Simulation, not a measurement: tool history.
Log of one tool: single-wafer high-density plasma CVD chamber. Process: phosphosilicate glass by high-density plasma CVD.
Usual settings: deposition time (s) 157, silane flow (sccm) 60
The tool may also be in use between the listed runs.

run	day	deposition time (s)	silane flow (sccm)	read-back reference wafer on the same gauge, thickness_nm	mean film thickness on the monitor wafer (Å)
1	0.000	181	60	970.271	11390.20
2	2.304	157	60	969.638	9955.01
3	4.525	157	60	972.436	9944.67
4	7.017	157	60	970.992	10022.62
5	8.942	157	60	971.149	9981.12
6	11.850	157	60	967.382	10017.11
7	12.925	145	60	970.635	9126.72
8	14.754	145	60	970.483	9193.15
9	16.217	157	60	970.116	9938.84
10	17.329	157	60	968.402	9921.89
11	18.362	157	60	970.212	9924.24
12	19.425	157	60	967.938	9899.61
13	22.425	157	60	968.471	9868.56
14	23.488	157	60	970.163	9997.64
15	24.838	157	60	969.980	9986.22
# day 29.712: silane flow controller replaced
16	31.954	179	60	968.921	11903.96
17	33.583	179	60	970.905	11998.57
18	35.783	157	60	968.829	10365.11
19	37.704	157	60	970.048	10373.90
20	39.988	178	60	968.662	11797.14
21	41.042	178	60	968.516	11749.67
22	43.279	178	60	970.249	11654.89
23	46.629	146	68	970.227	10855.29
24	48.612	142	65	970.980	10022.05
25	51.546	167	55	970.233	9955.81
26	53.004	178	49	969.959	9464.32
# day 53.488: gauge calibrated
27	54.600	148	72	970.129	11611.32
28	57.262	157	60	969.324	10151.33
29	58.575	146	48	970.190	7595.70
30	60.433	148	64	970.868	10195.01
31	62.967	174	50	969.979	9330.39
32	65.083	157	60	971.231	10251.57
33	67.850	145	66	970.171	10214.32
34	69.958	157	55	970.174	9275.70
35	72.508	173	54	971.336	10034.92
36	74.550	167	63	971.397	11272.15
37	76.088	170	65	969.964	11871.97
38	77.250	173	54	970.548	10011.65
39	78.900	157	67	970.828	11228.04
40	80.521	157	60	971.491	10016.93
41	81.525	184	50	970.023	9821.39
42	82.804	128	53	968.402	7238.91
43	84.479	145	71	969.978	10962.03
44	87.412	175	65	968.357	12148.67
45	88.858	174	70	969.465	12979.92
46	91.371	157	60	970.812	9943.51
47	92.842	133	60	969.501	8470.76

The tool's hidden state at each run:
gauge reads high (%): 0 in every run
H1: delivered silane flow above the setpoint (%)
run	H1
1	-5.45
2	-5.48
3	-5.51
4	-5.54
5	-5.56
6	-5.59
7	-5.6
8	-5.62
9	-5.63
10	-5.64
11	-5.65
12	-5.66
13	-5.68
14	-5.69
15	-5.7
16	-0.58
17	-0.8
18	-1.08
19	-1.32
20	-1.59
21	-1.71
22	-1.95
23	-2.29
24	-2.48
25	-2.75
26	-2.87
27	-3.01
28	-3.22
29	-3.32
30	-3.45
31	-3.63
32	-3.77
33	-3.94
34	-4.07
35	-4.21
36	-4.32
37	-4.4
38	-4.45
39	-4.53
40	-4.61
41	-4.65
42	-4.71
43	-4.78
44	-4.89
45	-4.95
46	-5.04
47	-5.09

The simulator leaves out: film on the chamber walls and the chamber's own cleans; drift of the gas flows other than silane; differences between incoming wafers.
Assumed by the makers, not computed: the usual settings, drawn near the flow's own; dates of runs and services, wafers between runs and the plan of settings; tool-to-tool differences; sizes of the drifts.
